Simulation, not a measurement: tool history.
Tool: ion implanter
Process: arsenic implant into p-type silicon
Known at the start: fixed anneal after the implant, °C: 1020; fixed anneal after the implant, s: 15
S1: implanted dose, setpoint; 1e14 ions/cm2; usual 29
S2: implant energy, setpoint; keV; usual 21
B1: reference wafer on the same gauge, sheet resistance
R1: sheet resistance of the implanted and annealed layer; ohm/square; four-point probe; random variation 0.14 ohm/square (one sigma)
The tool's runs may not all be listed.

run,hour,S1,S2,B1,R1
1,0,29,21,89.27,94.29
2,62.3,29,21,89.33,94.68
3,117.3,29,21,89.33,94.44
4,152.2,34.79,21,89.36,92.03
5,210.2,34.79,21,89.41,91.96
6,258,29,21,89.49,94.53
7,292.1,31.07,21,89.42,93.71
8,354.2,29,21,89.5,94.49
9,402.7,29,21,89.54,94.57
10,448,29,21,89.56,94.77
# hour 488.9: Faraday cup replaced and dose calibrated
# hour 513.1: extraction supply calibrated
11,599.5,29,21,89.72,94.7
# hour 619.9: gauge calibrated
12,656.9,31.64,15,89.13,102.86
13,693.5,36.2,15.5,89.12,100.24
14,720.9,36.32,27,89.14,82.74
15,756.6,29,21,89.21,94.2
16,810.9,29,21,89.23,94.48
17,837,35.79,21,89.23,91.5
18,894.6,26.75,28,89.29,85.3
19,933,29,15,89.33,104.71
20,964.9,31.89,14.5,89.3,103.93
21,1011.2,31.64,15,89.36,103.25
22,1071.4,29,21,89.36,94.48
23,1109.5,23.61,17.5,89.44,103.09
24,1318.9,33.95,28,89.58,82.69
25,1461.9,25.07,21,89.64,96.64

Some steps in R1 between neighbouring runs. How much of each would the tool show without its hidden state too (settings, what came in, random variation), and how much is left for the hidden state, with any gauge scatter that isn't in both results?
The hidden state here: deviation of the true dose from the Faraday cup's reading, %; deviation of the true energy from its setpoint, %; gauge reads high (%).
Run 11 -> 12: S1 29 -> 31.64, S2 21 -> 15, gauge calibrated. R1 +8.16 ohm/square: hidden state -0.57, all else +8.73.
Run 18 -> 19: S1 26.75 -> 29, S2 28 -> 15. R1 +19.41 ohm/square: hidden state +0.11, all else +19.3.
Run 23 -> 24: S1 23.61 -> 33.95, S2 17.5 -> 28. R1 -20.4 ohm/square: hidden state +0.02, all else -20.42.
Run 24 -> 25: S1 33.95 -> 25.07, S2 28 -> 21. R1 +13.95 ohm/square: hidden state +0.2, all else +13.75.
